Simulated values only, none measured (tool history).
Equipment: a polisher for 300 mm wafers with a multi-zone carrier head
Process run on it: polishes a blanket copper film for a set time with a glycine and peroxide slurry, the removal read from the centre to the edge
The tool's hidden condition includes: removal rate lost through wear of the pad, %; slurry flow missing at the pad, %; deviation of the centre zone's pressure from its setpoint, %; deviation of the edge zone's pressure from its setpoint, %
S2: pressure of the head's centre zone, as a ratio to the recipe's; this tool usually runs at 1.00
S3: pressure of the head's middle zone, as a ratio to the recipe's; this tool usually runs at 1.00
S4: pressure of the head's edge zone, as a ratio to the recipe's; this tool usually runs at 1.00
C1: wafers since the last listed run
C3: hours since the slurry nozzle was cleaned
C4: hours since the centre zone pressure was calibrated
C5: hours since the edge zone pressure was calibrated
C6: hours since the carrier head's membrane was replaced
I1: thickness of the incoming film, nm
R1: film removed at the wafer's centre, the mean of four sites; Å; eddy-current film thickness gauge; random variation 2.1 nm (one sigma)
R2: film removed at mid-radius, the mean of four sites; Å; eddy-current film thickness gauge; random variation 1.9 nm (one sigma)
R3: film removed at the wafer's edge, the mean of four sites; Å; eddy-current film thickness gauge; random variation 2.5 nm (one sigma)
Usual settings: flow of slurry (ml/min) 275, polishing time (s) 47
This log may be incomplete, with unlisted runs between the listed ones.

Run 1, hour 0.0: usual settings but S4 0.90; C1 0; wafers polished on this pad 691; C3 458.9; C4 1056.4; C5 719.2; C6 594.3; I1 1832.7. Result: R1 3071 Å, R2 2667 Å, R3 2579 Å.
Run 2, hour 12.2: usual settings; C1 84; wafers polished on this pad 775; C3 471.1; C4 1068.6; C5 731.4; C6 606.5; I1 1843.2. Result: R1 3058 Å, R2 2636 Å, R3 2724 Å.
At hour 30.5: worn pad replaced by a new one.
Run 3, hour 34.3: usual settings; C1 125; wafers polished on this pad 26; C3 493.2; C4 1090.7; C5 753.5; C6 628.6; I1 1824.4. Result: R1 3039 Å, R2 2676 Å, R3 2769 Å.
Run 4, hour 61.2: usual settings; C1 187; wafers polished on this pad 213; C3 520.1; C4 1117.6; C5 780.4; C6 655.5; I1 1854.9. Result: R1 3052 Å, R2 2634 Å, R3 2784 Å.
Run 5, hour 74.0: usual settings but S3 1.09; C1 89; wafers polished on this pad 302; C3 532.9; C4 1130.4; C5 793.2; C6 668.3; I1 1806.2. Result: R1 3033 Å, R2 2879 Å, R3 2768 Å.
Run 6, hour 91.4: usual settings but S2 1.09; C1 121; wafers polished on this pad 423; C3 550.3; C4 1147.8; C5 810.6; C6 685.7; I1 1866.9. Result: R1 3314 Å, R2 2653 Å, R3 2766 Å.
Run 7, hour 123.4: usual settings; C1 222; wafers polished on this pad 646; C3 582.3; C4 1179.8; C5 842.6; C6 717.7; I1 1798.4. Result: R1 3039 Å, R2 2648 Å, R3 2710 Å.
At hour 154.7: worn pad replaced by a new one.
Run 8, hour 159.0: usual settings; C1 219; wafers polished on this pad 29; C3 617.9; C4 1215.4; C5 878.2; C6 753.3; I1 1840.0. Result: R1 3008 Å, R2 2645 Å, R3 2768 Å.
At hour 175.9: slurry nozzle cleaned.
Run 9, hour 185.9: usual settings; C1 180; wafers polished on this pad 210; C3 10.0; C4 1242.3; C5 905.1; C6 780.2; I1 1838.2. Result: R1 3014 Å, R2 2671 Å, R3 2768 Å.
Run 10, hour 201.0: usual settings; C1 105; wafers polished on this pad 315; C3 25.1; C4 1257.4; C5 920.2; C6 795.3; I1 1831.6. Result: R1 3056 Å, R2 2619 Å, R3 2749 Å.
At hour 226.9: edge zone pressure recalibrated.
Run 11, hour 230.6: usual settings but flow of slurry (ml/min) 190, S2 1.03; C1 192; wafers polished on this pad 507; C3 54.7; C4 1287.0; C5 3.7; C6 824.9; I1 1809.5. Result: R1 3050 Å, R2 2526 Å, R3 2738 Å.
Run 12, hour 268.7: usual settings but flow of slurry (ml/min) 350, S4 1.11; C1 265; wafers polished on this pad 772; C3 92.8; C4 1325.1; C5 41.8; C6 863.0; I1 1835.5. Result: R1 3126 Å, R2 2721 Å, R3 2969 Å.
At hour 278.0: centre zone pressure recalibrated.
At hour 287.1: worn pad replaced by a new one.
Run 13, hour 287.6: usual settings but S3 0.90, polishing time (s) 38; C1 89; wafers polished on this pad 3; C3 111.7; C4 9.6; C5 60.7; C6 881.9; I1 1843.9. Result: R1 2201 Å, R2 1941 Å, R3 2239 Å.
At hour 308.5: carrier head's membrane replaced by a new one.
Run 14, hour 309.0: usual settings but S2 1.05, S3 0.95, S4 0.97; C1 114; wafers polished on this pad 117; C3 133.1; C4 31.0; C5 82.1; C6 0.5; I1 1854.5. Result: R1 2832 Å, R2 2549 Å, R3 2733 Å.
Run 15, hour 322.1: usual settings but S2 0.97, S4 0.88, polishing time (s) 36; C1 91; wafers polished on this pad 208; C3 146.2; C4 44.1; C5 95.2; C6 13.6; I1 1837.0. Result: R1 2040 Å, R2 2027 Å, R3 1956 Å.
Run 16, hour 345.8: usual settings; C1 164; wafers polished on this pad 373; C3 169.9; C4 67.8; C5 118.9; C6 37.3; I1 1810.5. Result: R1 2762 Å, R2 2682 Å, R3 2767 Å.
Run 17, hour 375.1: usual settings but flow of slurry (ml/min) 305, S2 1.03; C1 203; wafers polished on this pad 577; C3 199.2; C4 97.1; C5 148.2; C6 66.6; I1 1847.9. Result: R1 2896 Å, R2 2678 Å, R3 2813 Å.
At hour 392.9: worn pad replaced by a new one.
Run 18, hour 393.4: usual settings; C1 99; wafers polished on this pad 3; C3 217.5; C4 115.4; C5 166.5; C6 84.9; I1 1858.2. Result: R1 2768 Å, R2 2635 Å, R3 2754 Å.
Run 19, hour 410.3: usual settings but S4 0.93, polishing time (s) 34; C1 117; wafers polished on this pad 120; C3 234.4; C4 132.3; C5 183.4; C6 101.8; I1 1818.1. Result: R1 1999 Å, R2 1935 Å, R3 1904 Å.
Run 20, hour 431.3: usual settings but S3 1.11, S4 1.06; C1 146; wafers polished on this pad 266; C3 255.4; C4 153.3; C5 204.4; C6 122.8; I1 1826.4. Result: R1 2803 Å, R2 2924 Å, R3 2809 Å.

Forecast each of these 4 alternatives for the next run:
Run A, hour 431.7: usual settings but S4 1.11; C1 2; wafers polished on this pad 269; C3 255.8; C4 153.7; C5 204.8; C6 123.2; I1 1855.7. Result: R1 ?, R2 ?, R3 ?.
Run B, hour 431.7: usual settings but S2 0.89, S4 0.94; C1 2; wafers polished on this pad 269; C3 255.8; C4 153.7; C5 204.8; C6 123.2; I1 1855.7. Result: R1 ?, R2 ?, R3 ?.
Run C, hour 431.7: usual settings but S3 1.07; C1 2; wafers polished on this pad 269; C3 255.8; C4 153.7; C5 204.8; C6 123.2; I1 1855.7. Result: R1 ?, R2 ?, R3 ?.
Run D, hour 431.7: usual settings but polishing time (s) 62; C1 2; wafers polished on this pad 269; C3 255.8; C4 153.7; C5 204.8; C6 123.2; I1 1855.7. Result: R1 ?, R2 ?, R3 ?.

run    R1    R2    R3
  A  2801  2665  2899
  B  2491  2667  2673
  C  2802  2822  2751
  D  3695  3516  3632
With no hidden state in the tool, these same runs would have given:
run    R1    R2    R3
  A  2745  2665  2899
  B  2440  2667  2673
  C  2746  2823  2751
  D  3620  3516  3632
